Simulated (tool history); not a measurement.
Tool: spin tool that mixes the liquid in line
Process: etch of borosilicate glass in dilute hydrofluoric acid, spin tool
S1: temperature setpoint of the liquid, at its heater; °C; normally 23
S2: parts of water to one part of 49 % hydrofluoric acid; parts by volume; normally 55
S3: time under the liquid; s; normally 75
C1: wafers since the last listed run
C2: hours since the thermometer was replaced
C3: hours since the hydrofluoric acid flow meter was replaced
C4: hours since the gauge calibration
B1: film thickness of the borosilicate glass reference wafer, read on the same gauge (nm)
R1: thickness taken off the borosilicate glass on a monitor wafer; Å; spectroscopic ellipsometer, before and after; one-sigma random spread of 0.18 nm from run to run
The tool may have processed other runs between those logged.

run,hour,S1,S2,S3,C1,C2,C3,C4,B1,R1
1,0,25.5,55,75,0,1456.7,436.8,1242.5,69.98,367.7
# hour 33.8: thermometer replaced
2,61.5,25.5,55,75,642,27.7,498.3,1304,70,347.1
3,127.5,25.5,55,75,700,93.7,564.3,1370,69.98,350.8
4,187,23,45,75,631,153.2,623.8,1429.5,69.99,390.7
5,228.7,23,45,75,442,194.9,665.5,1471.2,70.03,389.7
6,298,23,45,75,735,264.2,734.8,1540.5,70.02,396.5
7,335.2,23,70,75,394,301.4,772,1577.7,70,243.8
8,389.4,23,70,75,575,355.6,826.2,1631.9,70,242.9
# hour 433.5: hydrofluoric acid flow meter replaced
9,447,23,70,75,600,413.2,13.5,1689.5,70.01,245
10,496.3,23,55,75,523,462.5,62.8,1738.8,70.01,317.9
# hour 502: gauge calibrated
11,561,19.5,55,75,686,527.2,127.5,59,70.02,279.2
12,630.9,23,55,40,742,597.1,197.4,128.9,69.98,170.2
13,663.6,23,55,40,347,629.8,230.1,161.6,70.02,171.3
14,731,22,55,75,715,697.2,297.5,229,70,310
15,780.9,22,55,75,529,747.1,347.4,278.9,70,310.4
16,824.3,20,40,110,460,790.5,390.8,322.3,70.04,590
17,1003.2,20,40,110,1899,969.4,569.7,501.2,70.01,593.4
18,1056.7,27.5,55,35,568,1022.9,623.2,554.7,70,185.5
19,1084,23,55,75,289,1050.2,650.5,582,69.97,330.7
20,1121,27.5,30,110,392,1087.2,687.5,619,69.98,1112.8
21,1165.2,23,55,35,469,1131.4,731.7,663.2,70.03,154.1
22,1219.8,23,55,75,579,1186,786.3,717.8,70.01,333.6
23,1280,23,80,60,639,1246.2,846.5,778,69.94,179.2
# hour 1343.6: hydrofluoric acid flow meter replaced
24,1348.1,23,65,75,712,1314.3,4.5,846.1,70.02,277.4
# hour 1375.6: thermometer replaced
25,1383.8,21,80,75,368,8.2,40.2,881.8,69.99,192.2
26,1443.9,23,55,75,638,68.3,100.3,941.9,69.98,316
27,1468.4,23,80,75,260,92.8,124.8,966.4,70,209.7
28,1523.2,25.5,35,50,581,147.6,179.6,1021.2,70.02,375.3
29,1564.9,23,55,75,442,189.3,221.3,1062.9,69.98,313.6
30,1629.2,23,55,75,682,253.6,285.6,1127.2,70.02,320.2
31,1695.5,18.5,55,115,703,319.9,351.9,1193.5,70.06,402.4
32,1737.2,26,55,50,442,361.6,393.6,1235.2,69.98,242.9
33,1807.7,23,55,75,748,432.1,464.1,1305.7,70,320.8
34,1857.6,24.5,85,50,529,482,514,1355.6,69.97,140.8

Here are 3 independent what-if runs from the current tool condition. What would each one return?
A,1858,23,55,115,4,482.4,514.4,1356,?,?
B,1858,23,30,50,4,482.4,514.4,1356,?,?
C,1858,20,70,75,4,482.4,514.4,1356,?,?

run,B1,R1
A,70,487.9
B,70,402
C,70,216.8
With the hidden condition removed and each run's random variation left untouched, the same runs would have given:
run,R1
A,471.9
B,388.6
C,209.5
